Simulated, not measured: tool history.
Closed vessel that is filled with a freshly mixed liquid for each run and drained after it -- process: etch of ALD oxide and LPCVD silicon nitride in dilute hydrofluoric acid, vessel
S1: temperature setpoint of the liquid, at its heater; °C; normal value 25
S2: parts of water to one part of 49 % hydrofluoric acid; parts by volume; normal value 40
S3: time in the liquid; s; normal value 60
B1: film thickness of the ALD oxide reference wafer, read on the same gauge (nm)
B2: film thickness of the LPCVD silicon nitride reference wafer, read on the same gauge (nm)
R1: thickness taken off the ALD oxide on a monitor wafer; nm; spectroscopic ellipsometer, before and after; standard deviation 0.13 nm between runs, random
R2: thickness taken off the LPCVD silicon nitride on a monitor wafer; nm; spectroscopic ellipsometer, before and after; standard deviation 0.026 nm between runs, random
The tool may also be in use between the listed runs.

run 1 day=0 | S1=25 S2=40 S3=70 | B1=150 B2=79.994 | R1=19.13 R2=0.832
run 2 day=4.104 | S1=25 S2=40 S3=70 | B1=150.03 B2=79.999 | R1=18.78 R2=0.795
run 3 day=7.633 | S1=25 S2=40 S3=60 | B1=150.01 B2=80.008 | R1=15.99 R2=0.73
run 4 day=11.708 | S1=25 S2=40 S3=60 | B1=150.03 B2=79.998 | R1=15.44 R2=0.681
run 5 day=14.517 | S1=25 S2=40 S3=60 | B1=150.01 B2=79.976 | R1=15.53 R2=0.727
-- day=25.338 hydrofluoric acid flow meter replaced
run 6 day=27.271 | S1=25 S2=40 S3=60 | B1=150 B2=80.018 | R1=16.45 R2=0.722
run 7 day=30.067 | S1=25 S2=40 S3=60 | B1=150 B2=80.001 | R1=16.41 R2=0.736
run 8 day=32.708 | S1=25 S2=40 S3=60 | B1=149.98 B2=79.993 | R1=16.06 R2=0.729
run 9 day=36.454 | S1=20 S2=25 S3=90 | B1=150 B2=80.005 | R1=31.85 R2=1.195
run 10 day=39.35 | S1=23 S2=25 S3=60 | B1=150 B2=80.011 | R1=23.4 R2=0.926
-- day=43.817 thermometer replaced
-- day=46.412 gauge calibrated
-- day=50.004 hydrofluoric acid flow meter replaced
run 11 day=50.762 | S1=27.5 S2=35 S3=40 | B1=150.04 B2=79.97 | R1=14.05 R2=0.698
run 12 day=54.071 | S1=22 S2=25 S3=75 | B1=150 B2=80.01 | R1=29.27 R2=1.163
run 13 day=57.854 | S1=25 S2=60 S3=60 | B1=150 B2=80.04 | R1=10.29 R2=0.482
run 14 day=61.204 | S1=27 S2=50 S3=75 | B1=149.99 B2=79.995 | R1=16.8 R2=0.773
run 15 day=65.175 | S1=29 S2=60 S3=80 | B1=150.03 B2=79.974 | R1=15.76 R2=0.827
run 16 day=69.058 | S1=25 S2=40 S3=60 | B1=149.99 B2=80.004 | R1=15.22 R2=0.662
-- day=71.071 hydrofluoric acid flow meter replaced
run 17 day=72.567 | S1=25 S2=40 S3=60 | B1=150 B2=79.997 | R1=16.63 R2=0.742
run 18 day=75.3 | S1=22 S2=45 S3=60 | B1=150.01 B2=79.993 | R1=12.67 R2=0.524
run 19 day=77.433 | S1=25 S2=40 S3=60 | B1=149.98 B2=80.004 | R1=16.19 R2=0.735
run 20 day=81.45 | S1=29 S2=30 S3=80 | B1=149.99 B2=80.003 | R1=33.75 R2=1.616
run 21 day=83.238 | S1=25 S2=40 S3=60 | B1=149.99 B2=79.971 | R1=15.9 R2=0.715
run 22 day=85.117 | S1=25 S2=40 S3=85 | B1=150.02 B2=80.031 | R1=22.04 R2=1.033
run 23 day=88.479 | S1=25 S2=55 S3=60 | B1=150.03 B2=79.972 | R1=10.96 R2=0.514
run 24 day=91.671 | S1=22 S2=45 S3=60 | B1=150.01 B2=80.003 | R1=11.67 R2=0.484
run 25 day=95.033 | S1=28 S2=40 S3=60 | B1=150.05 B2=80.005 | R1=16.9 R2=0.785

Here are 5 independent what-if runs from the current tool condition. What would each one return?
run A day=95.062 | S1=25 S2=30 S3=60 | B1=? B2=? | R1=? R2=?
run B day=95.062 | S1=29.5 S2=40 S3=45 | B1=? B2=? | R1=? R2=?
run C day=95.062 | S1=22 S2=40 S3=35 | B1=? B2=? | R1=? R2=?
run D day=95.062 | S1=23 S2=25 S3=40 | B1=? B2=? | R1=? R2=?
run E day=95.062 | S1=25 S2=40 S3=90 | B1=? B2=? | R1=? R2=?

run=A B1=150.04 B2=79.971 R1=20.1 R2=0.897
run=B B1=150.04 B2=79.971 R1=13.35 R2=0.684
run=C B1=150.04 B2=79.971 R1=7.65 R2=0.322
run=D B1=150.04 B2=79.971 R1=14.9 R2=0.622
run=E B1=150.04 B2=79.971 R1=22.27 R2=1.016
Stripped of hidden state, with their random variation kept, the same runs would have yielded:
run=A R1=22.3 R2=0.988
run=B R1=14.85 R2=0.754
run=C R1=8.49 R2=0.355
run=D R1=16.52 R2=0.685
run=E R1=24.75 R2=1.12
